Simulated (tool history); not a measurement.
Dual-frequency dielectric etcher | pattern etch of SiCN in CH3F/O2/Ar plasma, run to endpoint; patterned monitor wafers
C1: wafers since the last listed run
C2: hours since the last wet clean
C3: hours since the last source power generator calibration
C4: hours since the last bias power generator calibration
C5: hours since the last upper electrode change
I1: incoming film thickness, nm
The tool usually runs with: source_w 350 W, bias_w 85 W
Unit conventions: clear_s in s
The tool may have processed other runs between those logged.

Run 1, hour 0.0: usual settings; C1 0; C2 371.0; C3 4122.0; C4 2942.3; C5 2390.6; I1 10.33. Result: clear_s 26.9 s.
Run 2, hour 10.9: usual settings; C1 131; C2 381.9; C3 4132.9; C4 2953.2; C5 2401.5; I1 10.57. Result: clear_s 27.7 s.
Run 3, hour 20.4: usual settings; C1 114; C2 391.4; C3 4142.4; C4 2962.7; C5 2411.0; I1 10.54. Result: clear_s 27.4 s.
Run 4, hour 32.8: usual settings; C1 149; C2 403.8; C3 4154.8; C4 2975.1; C5 2423.4; I1 10.49. Result: clear_s 27.4 s.
Run 5, hour 41.4: usual settings but source_w 390 W, bias_w 74 W; C1 103; C2 412.4; C3 4163.4; C4 2983.7; C5 2432.0; I1 10.47. Result: clear_s 27.8 s.
Run 6, hour 52.0: usual settings; C1 127; C2 423.0; C3 4174.0; C4 2994.3; C5 2442.6; I1 10.46. Result: clear_s 27.2 s.
Run 7, hour 66.9: usual settings; C1 179; C2 437.9; C3 4188.9; C4 3009.2; C5 2457.5; I1 10.58. Result: clear_s 27.4 s.
Run 8, hour 84.6: usual settings; C1 212; C2 455.6; C3 4206.6; C4 3026.9; C5 2475.2; I1 10.52. Result: clear_s 27.3 s.
Run 9, hour 101.9: usual settings; C1 207; C2 472.9; C3 4223.9; C4 3044.2; C5 2492.5; I1 10.49. Result: clear_s 27.1 s.
Run 10, hour 108.8: usual settings but bias_w 93 W; C1 82; C2 479.8; C3 4230.8; C4 3051.1; C5 2499.4; I1 10.44. Result: clear_s 26.0 s.
Run 11, hour 115.9: usual settings but bias_w 93 W; C1 85; C2 486.9; C3 4237.9; C4 3058.2; C5 2506.5; I1 10.41. Result: clear_s 25.9 s.
Run 12, hour 123.1: usual settings but bias_w 93 W; C1 86; C2 494.1; C3 4245.1; C4 3065.4; C5 2513.7; I1 10.40. Result: clear_s 25.7 s.
At hour 133.2: bias power generator calibrated.
At hour 155.6: wet clean of the chamber.
Run 13, hour 156.1: usual settings; C1 79; C2 0.5; C3 4278.1; C4 22.9; C5 2546.7; I1 10.60. Result: clear_s 28.6 s.
Run 14, hour 156.4: usual settings; C1 3; C2 0.8; C3 4278.4; C4 23.2; C5 2547.0; I1 10.44. Result: clear_s 28.2 s.
Run 15, hour 158.4: usual settings; C1 24; C2 2.8; C3 4280.4; C4 25.2; C5 2549.0; I1 10.54. Result: clear_s 28.4 s.

Run 16 has not been measured yet. What should we expect?
Run 16, hour 171.0: usual settings; C1 151; C2 15.4; C3 4293.0; C4 37.8; C5 2561.6; I1 10.40. Result: clear_s ?.

clear_s: 27.8 s
With no hidden state in the tool, this same run would have given clear_s 27.8 s.
